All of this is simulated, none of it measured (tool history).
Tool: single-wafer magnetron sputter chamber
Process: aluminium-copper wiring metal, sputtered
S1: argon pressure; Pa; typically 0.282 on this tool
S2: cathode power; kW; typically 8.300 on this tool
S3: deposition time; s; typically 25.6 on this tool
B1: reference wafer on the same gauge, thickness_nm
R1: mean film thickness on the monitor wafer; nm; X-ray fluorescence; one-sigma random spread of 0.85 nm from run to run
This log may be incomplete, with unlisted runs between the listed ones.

{"run": 1, "hour": 0.0, "S1": 0.282, "S2": 8.3, "S3": 28.9, "B1": 404.596, "R1": 470.503}
{"hour": 8.5, "done": "sputter target and shields replaced"}
{"run": 2, "hour": 27.4, "S1": 0.282, "S2": 8.3, "S3": 28.9, "B1": 405.049, "R1": 478.087}
{"run": 3, "hour": 93.4, "S1": 0.282, "S2": 8.3, "S3": 28.9, "B1": 404.628, "R1": 477.842}
{"run": 4, "hour": 123.6, "S1": 0.282, "S2": 8.3, "S3": 25.6, "B1": 404.768, "R1": 421.225}
{"run": 5, "hour": 140.5, "S1": 0.282, "S2": 8.3, "S3": 25.6, "B1": 405.201, "R1": 421.698}
{"run": 6, "hour": 170.4, "S1": 0.282, "S2": 8.3, "S3": 28.5, "B1": 404.951, "R1": 468.756}
{"run": 7, "hour": 183.8, "S1": 0.282, "S2": 8.3, "S3": 28.5, "B1": 404.898, "R1": 467.289}
{"hour": 205.5, "done": "capacitance manometer re-zeroed and calibrated"}
{"run": 8, "hour": 206.0, "S1": 0.282, "S2": 8.3, "S3": 28.5, "B1": 404.727, "R1": 468.513}
{"run": 9, "hour": 231.8, "S1": 0.357, "S2": 8.3, "S3": 24.4, "B1": 404.988, "R1": 379.491}
{"hour": 257.3, "done": "gauge calibrated"}
{"run": 10, "hour": 265.3, "S1": 0.282, "S2": 7.55, "S3": 28.2, "B1": 405.332, "R1": 419.971}
{"hour": 276.2, "done": "magnet pack replaced"}
{"run": 11, "hour": 292.6, "S1": 0.368, "S2": 8.3, "S3": 23.1, "B1": 405.277, "R1": 354.653}
{"run": 12, "hour": 308.3, "S1": 0.282, "S2": 8.3, "S3": 24.2, "B1": 405.286, "R1": 390.794}
{"hour": 317.6, "done": "sputter target and shields replaced"}
{"run": 13, "hour": 339.8, "S1": 0.282, "S2": 8.3, "S3": 25.6, "B1": 404.796, "R1": 423.145}
{"run": 14, "hour": 359.0, "S1": 0.182, "S2": 10.05, "S3": 30.5, "B1": 404.688, "R1": 646.588}
{"run": 15, "hour": 371.2, "S1": 0.282, "S2": 8.3, "S3": 25.6, "B1": 404.705, "R1": 422.565}
{"run": 16, "hour": 386.1, "S1": 0.282, "S2": 8.3, "S3": 25.6, "B1": 405.41, "R1": 423.125}
{"run": 17, "hour": 402.8, "S1": 0.282, "S2": 8.3, "S3": 29.4, "B1": 404.833, "R1": 487.133}
{"run": 18, "hour": 436.1, "S1": 0.282, "S2": 6.95, "S3": 25.6, "B1": 404.657, "R1": 359.661}
{"run": 19, "hour": 449.8, "S1": 0.282, "S2": 9.1, "S3": 20.5, "B1": 405.202, "R1": 367.106}

Branching from run 19: 4 alternative next runs. What would each branch give?
{"run": "A", "hour": 450.2, "S1": 0.282, "S2": 9.6, "S3": 25.6, "B1": "?", "R1": "?"}
{"run": "B", "hour": 450.2, "S1": 0.19, "S2": 9.05, "S3": 30.2, "B1": "?", "R1": "?"}
{"run": "C", "hour": 450.2, "S1": 0.282, "S2": 8.3, "S3": 22.1, "B1": "?", "R1": "?"}
{"run": "D", "hour": 450.2, "S1": 0.338, "S2": 9.45, "S3": 27.6, "B1": "?", "R1": "?"}

run=A B1=405.177 R1=482.379
run=B B1=405.177 R1=574.149
run=C B1=405.177 R1=364.312
run=D B1=405.177 R1=493.528
The same runs, with their run-to-run variation unchanged, on a tool lacking any hidden condition would have given:
run=A R1=484.444
run=B R1=576.607
run=C R1=365.872
run=D R1=495.641

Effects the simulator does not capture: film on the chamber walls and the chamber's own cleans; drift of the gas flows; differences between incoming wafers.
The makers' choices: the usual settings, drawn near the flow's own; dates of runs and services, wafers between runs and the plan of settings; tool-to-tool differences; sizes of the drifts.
